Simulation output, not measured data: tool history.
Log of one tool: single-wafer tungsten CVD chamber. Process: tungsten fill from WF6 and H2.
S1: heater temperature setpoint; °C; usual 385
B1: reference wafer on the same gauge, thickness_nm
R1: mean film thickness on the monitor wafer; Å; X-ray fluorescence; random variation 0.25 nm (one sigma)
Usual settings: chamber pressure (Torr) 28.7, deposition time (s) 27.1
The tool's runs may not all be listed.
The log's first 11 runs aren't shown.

At hour 255.0: thermocouple changed; heater temperature recalibrated.
Run 12, hour 255.5: usual settings but S1 395 °C, chamber pressure (Torr) 34.3; B1 52.388. Result: R1 938.29 Å.
Run 13, hour 286.9: usual settings but S1 395 °C, chamber pressure (Torr) 34.3; B1 52.418. Result: R1 942.23 Å.
Run 14, hour 318.0: usual settings but S1 395 °C, chamber pressure (Torr) 34.3; B1 52.414. Result: R1 932.92 Å.
Run 15, hour 337.2: usual settings; B1 52.421. Result: R1 680.92 Å.
Run 16, hour 359.3: usual settings; B1 52.413. Result: R1 681.17 Å.
Run 17, hour 384.9: usual settings but S1 395 °C, chamber pressure (Torr) 21.6, deposition time (s) 25.7; B1 52.364. Result: R1 681.07 Å.
Run 18, hour 402.9: usual settings but S1 379 °C, chamber pressure (Torr) 22.8; B1 52.402. Result: R1 519.54 Å.
Run 19, hour 430.2: usual settings but S1 381 °C; B1 52.411. Result: R1 618.54 Å.
At hour 440.0: thermocouple changed; heater temperature recalibrated, repeated, since the last time left the tool worse.
At hour 444.8: gauge calibrated.
Run 20, hour 454.2: usual settings; B1 52.388. Result: R1 608.99 Å.
Run 21, hour 478.9: usual settings; B1 52.379. Result: R1 611.14 Å.
Run 22, hour 500.0: usual settings but chamber pressure (Torr) 33.0, deposition time (s) 24.1; B1 52.410. Result: R1 582.09 Å.
At hour 510.2: showerhead replaced.
At hour 520.3: capacitance manometer re-zeroed and calibrated.
Run 23, hour 522.0: usual settings but S1 379 °C, chamber pressure (Torr) 22.8; B1 52.451. Result: R1 461.93 Å.
Run 24, hour 536.9: usual settings; B1 52.375. Result: R1 601.69 Å.
Run 25, hour 562.4: usual settings but S1 395 °C, chamber pressure (Torr) 35.0, deposition time (s) 22.5; B1 52.466. Result: R1 694.39 Å.
Run 26, hour 598.4: usual settings but deposition time (s) 28.9; B1 52.361. Result: R1 636.44 Å.
Run 27, hour 630.2: usual settings but S1 372 °C, chamber pressure (Torr) 32.8, deposition time (s) 31.7; B1 52.414. Result: R1 550.57 Å.
Run 28, hour 650.5: usual settings; B1 52.430. Result: R1 597.62 Å.
Run 29, hour 668.6: usual settings; B1 52.418. Result: R1 592.48 Å.
Run 30, hour 698.3: usual settings but S1 381 °C, chamber pressure (Torr) 26.1, deposition time (s) 30.4; B1 52.379. Result: R1 578.46 Å.
Run 31, hour 715.6: usual settings but deposition time (s) 28.8; B1 52.402. Result: R1 631.82 Å.
Run 32, hour 740.2: usual settings but S1 375 °C, chamber pressure (Torr) 23.4, deposition time (s) 29.1; B1 52.393. Result: R1 445.56 Å.

Forecast each of these 5 alternatives for the next run:
Run A, hour 740.6: usual settings but S1 392 °C; B1 ?. Result: R1 ?.
Run B, hour 740.6: usual settings but chamber pressure (Torr) 34.5, deposition time (s) 30.5; B1 ?. Result: R1 ?.
Run C, hour 740.6: usual settings but S1 391 °C, chamber pressure (Torr) 35.7, deposition time (s) 29.2; B1 ?. Result: R1 ?.
Run D, hour 740.6: usual settings but S1 373 °C, deposition time (s) 29.6; B1 ?. Result: R1 ?.
Run E, hour 740.6: usual settings but S1 395 °C, chamber pressure (Torr) 24.5, deposition time (s) 29.1; B1 ?. Result: R1 ?.

run      B1      R1
  A  52.417  693.75
  B  52.417  737.29
  C  52.417  822.63
  D  52.417  488.44
  E  52.417  727.54
Without the tool's hidden state the same runs would have given:
run      R1
  A  724.55
  B  771.65
  C  859.46
  D  512.65
  E  759.50
